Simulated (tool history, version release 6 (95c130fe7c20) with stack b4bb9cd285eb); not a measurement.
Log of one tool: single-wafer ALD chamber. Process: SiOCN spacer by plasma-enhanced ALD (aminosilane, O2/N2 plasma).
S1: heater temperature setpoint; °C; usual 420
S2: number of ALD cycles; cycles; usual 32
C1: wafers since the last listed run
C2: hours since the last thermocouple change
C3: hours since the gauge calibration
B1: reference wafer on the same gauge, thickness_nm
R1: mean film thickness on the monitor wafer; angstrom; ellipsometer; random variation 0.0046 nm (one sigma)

Run 1, day 0: usual settings; C1 0; C2 2372.7; C3 127; B1 1.761. Result: R1 18.27 angstrom.
Run 2, day 0.258: usual settings; C1 57; C2 2378.9; C3 133.2; B1 1.759. Result: R1 18.31 angstrom.
Run 3, day 0.758: usual settings; C1 110; C2 2390.9; C3 145.2; B1 1.759. Result: R1 18.25 angstrom.
Run 4, day 1.108: usual settings; C1 77; C2 2399.3; C3 153.6; B1 1.76. Result: R1 18.34 angstrom.
Run 5, day 1.583: usual settings but S2 27 cycles; C1 104; C2 2410.7; C3 165; B1 1.76. Result: R1 15.45 angstrom.
Run 6, day 2.238: usual settings but S2 27 cycles; C1 144; C2 2426.4; C3 180.7; B1 1.76. Result: R1 15.44 angstrom.
Run 7, day 2.746: usual settings; C1 112; C2 2438.6; C3 192.9; B1 1.759. Result: R1 18.23 angstrom.
Run 8, day 3.35: usual settings; C1 133; C2 2453.1; C3 207.4; B1 1.76. Result: R1 18.23 angstrom.
Run 9, day 3.612: usual settings; C1 57; C2 2459.4; C3 213.7; B1 1.76. Result: R1 18.28 angstrom.
Run 10, day 4.521: usual settings; C1 200; C2 2481.2; C3 235.5; B1 1.76. Result: R1 18.29 angstrom.
Run 11, day 4.904: usual settings; C1 84; C2 2490.4; C3 244.7; B1 1.759. Result: R1 18.38 angstrom.
Run 12, day 5.312: usual settings; C1 90; C2 2500.2; C3 254.5; B1 1.759. Result: R1 18.28 angstrom.
Run 13, day 5.979: usual settings; C1 147; C2 2516.2; C3 270.5; B1 1.759. Result: R1 18.32 angstrom.
Run 14, day 6.283: usual settings; C1 67; C2 2523.5; C3 277.8; B1 1.76. Result: R1 18.4 angstrom.
Run 15, day 6.738: usual settings; C1 100; C2 2534.4; C3 288.7; B1 1.76. Result: R1 18.36 angstrom.
Run 16, day 7.404: usual settings; C1 147; C2 2550.4; C3 304.7; B1 1.76. Result: R1 18.32 angstrom.
At day 7.871: thermocouple changed; heater temperature recalibrated.
Run 17, day 8.029: usual settings but S1 423 °C; C1 64; C2 3.8; C3 319.7; B1 1.76. Result: R1 18.17 angstrom.
Run 18, day 8.312: usual settings but S1 423 °C; C1 62; C2 10.6; C3 326.5; B1 1.759. Result: R1 18.14 angstrom.
Run 19, day 8.954: usual settings but S2 28 cycles; C1 141; C2 26; C3 341.9; B1 1.761. Result: R1 16.04 angstrom.
Run 20, day 9.483: usual settings but S1 413 °C, S2 34 cycles; C1 116; C2 38.7; C3 354.6; B1 1.76. Result: R1 19.83 angstrom.
At day 9.85: gauge calibrated.
Run 21, day 10.688: usual settings; C1 265; C2 67.6; C3 20.1; B1 1.761. Result: R1 18.34 angstrom.
Run 22, day 11.017: usual settings but S1 434 °C; C1 72; C2 75.5; C3 28; B1 1.759. Result: R1 17.5 angstrom.
Run 23, day 11.692: usual settings but S2 35 cycles; C1 149; C2 91.7; C3 44.2; B1 1.761. Result: R1 20.05 angstrom.
Run 24, day 12.138: usual settings; C1 98; C2 102.4; C3 54.9; B1 1.76. Result: R1 18.32 angstrom.
Run 25, day 12.683: usual settings but S1 433 °C, S2 36 cycles; C1 120; C2 115.5; C3 68; B1 1.76. Result: R1 19.78 angstrom.
Run 26, day 13.025: usual settings but S1 430 °C, S2 29 cycles; C1 75; C2 123.7; C3 76.2; B1 1.76. Result: R1 16.08 angstrom.
Run 27, day 13.608: usual settings but S1 410 °C, S2 27 cycles; C1 128; C2 137.7; C3 90.2; B1 1.759. Result: R1 15.86 angstrom.
Run 28, day 14.288: usual settings but S2 26 cycles; C1 149; C2 154; C3 106.5; B1 1.761. Result: R1 14.95 angstrom.
Run 29, day 14.933: usual settings but S1 428 °C; C1 142; C2 169.5; C3 122; B1 1.76. Result: R1 17.93 angstrom.
Run 30, day 15.525: usual settings but S1 432 °C; C1 130; C2 183.7; C3 136.2; B1 1.76. Result: R1 17.6 angstrom.
Run 31, day 15.888: usual settings; C1 80; C2 192.4; C3 144.9; B1 1.759. Result: R1 18.31 angstrom.
Run 32, day 16.362: usual settings but S1 413 °C, S2 38 cycles; C1 104; C2 203.8; C3 156.3; B1 1.76. Result: R1 22.19 angstrom.
Run 33, day 16.717: usual settings; C1 78; C2 212.3; C3 164.8; B1 1.76. Result: R1 18.33 angstrom.
Run 34, day 17.121: usual settings but S1 424 °C, S2 30 cycles; C1 89; C2 222; C3 174.5; B1 1.759. Result: R1 17 angstrom.
Run 35, day 17.567: usual settings; C1 98; C2 232.7; C3 185.2; B1 1.76. Result: R1 18.28 angstrom.
Run 36, day 18.133: usual settings; C1 125; C2 246.3; C3 198.8; B1 1.759. Result: R1 18.35 angstrom.
Run 37, day 18.475: usual settings but S1 407 °C, S2 27 cycles; C1 75; C2 254.5; C3 207; B1 1.761. Result: R1 16.06 angstrom.
Run 38, day 18.783: usual settings but S1 415 °C; C1 68; C2 261.9; C3 214.4; B1 1.759. Result: R1 18.51 angstrom.

3 ways to go on from here, each from the tool as it stands after run 38. What would each give?
Run A, day 18.804: usual settings; C1 4; C2 262.4; C3 214.9; B1 ?. Result: R1 ?.
Run B, day 18.804: usual settings but S1 410 °C; C1 4; C2 262.4; C3 214.9; B1 ?. Result: R1 ?.
Run C, day 18.804: usual settings but S1 414 °C, S2 27 cycles; C1 4; C2 262.4; C3 214.9; B1 ?. Result: R1 ?.

run    B1     R1
  A  1.76  18.31
  B  1.76  18.85
  C  1.76  15.72
Without the tool's hidden state the same runs would have given:
run     R1
  A  18.31
  B  18.85
  C  15.72
